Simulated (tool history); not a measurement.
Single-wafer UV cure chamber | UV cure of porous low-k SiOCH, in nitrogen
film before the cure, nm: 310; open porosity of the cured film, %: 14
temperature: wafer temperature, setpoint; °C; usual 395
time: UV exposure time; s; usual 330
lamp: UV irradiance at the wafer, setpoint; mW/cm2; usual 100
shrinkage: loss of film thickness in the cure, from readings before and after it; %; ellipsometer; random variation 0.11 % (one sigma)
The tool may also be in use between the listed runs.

| run | hour | temperature | time | lamp | shrinkage |
|---|---|---|---|---|---|
| 1 | 0 | 395 | 330 | 100 | 9.439 |
| 2 | 61.8 | 395 | 330 | 100 | 9.306 |
| 3 | 109.1 | 395 | 175 | 100 | 6.949 |
| 4 | 177 | 395 | 175 | 100 | 7.044 |
| 5 | 216.7 | 395 | 175 | 100 | 6.951 |
| 6 | 293.2 | 395 | 260 | 114 | 8.718 |
| 7 | 399.4 | 395 | 260 | 114 | 8.654 |
|  | 466.5 | UV bulbs replaced |
| 8 | 467 | 404 | 480 | 100 | 12.611 |
| 9 | 555.8 | 395 | 330 | 100 | 10.669 |
|  | 578.9 | quartz window cleaned |
| 10 | 603.3 | 395 | 150 | 74 | 6.397 |
| 11 | 690.6 | 395 | 470 | 128 | 12.631 |
| 12 | 744.5 | 395 | 330 | 100 | 10.444 |
| 13 | 828.9 | 395 | 165 | 70 | 6.163 |
| 14 | 1107 | 380 | 245 | 121 | 9.087 |

The next listed run, before its measurement:
| 15 | 1172.2 | 415 | 140 | 138 | ? |

Run 15 gave shrinkage 7.998 %.
Without the tool's hidden state the same run would have given shrinkage 9.237 %.
